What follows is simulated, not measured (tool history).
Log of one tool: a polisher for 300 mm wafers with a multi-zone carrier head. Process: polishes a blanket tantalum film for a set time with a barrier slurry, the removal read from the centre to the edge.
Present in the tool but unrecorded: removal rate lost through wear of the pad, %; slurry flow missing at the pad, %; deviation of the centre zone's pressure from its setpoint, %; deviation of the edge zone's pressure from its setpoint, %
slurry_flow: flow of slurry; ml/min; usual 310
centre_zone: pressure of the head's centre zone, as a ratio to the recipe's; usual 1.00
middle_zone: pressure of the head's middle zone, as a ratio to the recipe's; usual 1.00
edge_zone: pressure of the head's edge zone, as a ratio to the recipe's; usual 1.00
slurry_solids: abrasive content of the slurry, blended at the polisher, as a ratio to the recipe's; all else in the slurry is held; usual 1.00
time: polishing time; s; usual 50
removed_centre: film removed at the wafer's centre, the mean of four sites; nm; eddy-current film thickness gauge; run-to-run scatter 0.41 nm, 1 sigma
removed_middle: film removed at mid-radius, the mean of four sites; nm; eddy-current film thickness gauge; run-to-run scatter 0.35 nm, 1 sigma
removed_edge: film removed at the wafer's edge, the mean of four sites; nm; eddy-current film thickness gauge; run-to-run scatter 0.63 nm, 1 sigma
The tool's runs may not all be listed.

run     day  slurry_flow  centre_zone  middle_zone  edge_zone  slurry_solids  time  wafers since the last listed run  wafers polished on this pad  hours since the slurry nozzle was cleaned  hours since the centre zone pressure was calibrated  hours since the edge zone pressure was calibrated  hours since the carrier head's membrane was replaced  incoming thickness of the incoming film, nm  removed_centre  removed_middle  removed_edge
  1   0.000          310         1.00         1.06       1.00           1.00    50                                 0                            7                                      689.1                                                 28.8                                              341.8                                                  20.7                                        453.7            46.6            48.1          44.6
  2   0.321          310         1.00         1.06       1.00           1.00    50                               116                          124                                      696.8                                                 36.5                                              349.5                                                  28.4                                        462.0            46.3            48.5          46.2
  3   0.575          310         1.00         1.06       1.00           1.00    50                                92                          216                                      702.9                                                 42.6                                              355.6                                                  34.5                                        461.9            46.2            48.0          45.5
  4   0.896          310         1.00         1.00       1.00           1.00    50                               116                          333                                      710.6                                                 50.3                                              363.3                                                  42.2                                        459.9            46.9            45.9          46.5
  5   1.200          310         1.00         1.06       1.00           1.00    50                               110                          444                                      717.9                                                 57.6                                              370.6                                                  49.5                                        455.8            45.9            48.8          45.7
  6   1.858          310         1.00         1.00       0.94           1.00    64                               239                          683                                      733.7                                                 73.4                                              386.4                                                  65.3                                        455.9            58.7            58.9          57.5
  7   2.138          310         1.03         0.92       0.96           1.00    50                               101                          785                                      740.4                                                 80.1                                              393.1                                                  72.0                                        459.1            47.7            42.4          43.9
  8   2.850          310         1.00         1.00       1.00           1.00    50                               259                         1044                                      757.5                                                 97.2                                              410.2                                                  89.1                                        456.4            46.3            46.3          45.6
  9   3.238          310         1.08         1.00       1.00           1.00    50                               140                         1185                                      766.8                                                106.5                                              419.5                                                  98.4                                        453.2            49.8            46.3          44.9
      3.658  -- worn pad replaced by a new one
 10   3.679          310         0.88         0.90       1.00           1.00    50                               100                            7                                      777.4                                                117.1                                              430.1                                                 109.0                                        461.0            40.4            41.9          45.6
 11   4.388          310         1.00         1.00       1.00           1.00    50                               257                          265                                      794.4                                                134.1                                              447.1                                                 126.0                                        461.8            45.8            45.4          45.4
      4.800  -- edge zone pressure recalibrated
 12   5.125          220         1.00         1.00       1.00           1.15    50                               238                          503                                      812.1                                                151.8                                                7.8                                                 143.7                                        451.3            45.0            45.1          45.0
 13   5.796          310         1.00         1.00       1.00           1.00    59                               244                          747                                      828.2                                                167.9                                               23.9                                                 159.8                                        458.1            53.6            53.0          53.7
 14   6.300          200         1.00         1.00       1.00           1.00    66                               183                          931                                      840.3                                                180.0                                               36.0                                                 171.9                                        466.3            56.8            55.4          56.8
      6.508  -- slurry nozzle cleaned
 15   6.608          310         1.00         1.00       1.00           1.00    50                                97                         1028                                        2.4                                                187.4                                               43.4                                                 179.3                                        467.7            48.2            47.0          46.7
 16   7.358          310         1.00         1.00       1.00           1.00    50                               272                         1301                                       20.4                                                205.4                                               61.4                                                 197.3                                        457.8            48.1            47.2          46.9
      7.583  -- worn pad replaced by a new one
 17   7.842          310         1.00         1.00       1.00           1.00    50                               115                           93                                       32.0                                                217.0                                               73.0                                                 208.9                                        457.0            48.8            47.3          46.4
 18   8.138          265         1.00         1.08       1.00           1.00    67                               107                          200                                       39.1                                                224.1                                               80.1                                                 216.0                                        466.5            62.4            67.7          62.4
 19   8.842          310         1.00         1.00       1.00           1.00    50                               256                          457                                       56.0                                                241.0                                               97.0                                                 232.9                                        457.8            48.2            47.9          46.4
 20   9.100          310         1.04         1.10       0.93           1.00    50                                93                          551                                       62.2                                                247.2                                              103.2                                                 239.1                                        464.5            49.7            51.6          44.3
 21  10.021          310         1.00         1.00       1.00           1.00    50                               335                          886                                       84.3                                                269.3                                              125.3                                                 261.2                                        461.6            48.2            47.9          45.7
 22  10.446          350         1.00         1.07       1.11           1.00    65                               154                         1040                                       94.5                                                279.5                                              135.5                                                 271.4                                        458.1            62.6            65.8          62.3
     11.408  -- worn pad replaced by a new one
 23  11.896          310         1.00         1.12       1.00           1.00    35                               466                          177                                      129.3                                                314.3                                              170.3                                                 306.2                                        467.4            33.6            37.3          33.3

Alternative continuations, all from the tool just after run 23; predict every row:
  A  11.912          205         1.00         1.00       1.00           1.00    50                                 6                          184                                      129.7                                                314.7                                              170.7                                                 306.6                                        454.2               ?               ?             ?
  B  11.912          310         1.00         1.00       0.91           1.00    56                                 6                          184                                      129.7                                                314.7                                              170.7                                                 306.6                                        454.2               ?               ?             ?
  C  11.912          210         1.00         0.91       1.00           1.00    50                                 6                          184                                      129.7                                                314.7                                              170.7                                                 306.6                                        454.2               ?               ?             ?

run  removed_centre  removed_middle  removed_edge
  A            46.0            46.3          44.9
  B            53.7            53.8          49.4
  C            46.1            42.9          45.0
What these runs would have given with no unlogged condition in the tool:
run  removed_centre  removed_middle  removed_edge
  A            46.1            46.4          45.0
  B            53.8            53.9          49.5
  C            46.2            43.0          45.1

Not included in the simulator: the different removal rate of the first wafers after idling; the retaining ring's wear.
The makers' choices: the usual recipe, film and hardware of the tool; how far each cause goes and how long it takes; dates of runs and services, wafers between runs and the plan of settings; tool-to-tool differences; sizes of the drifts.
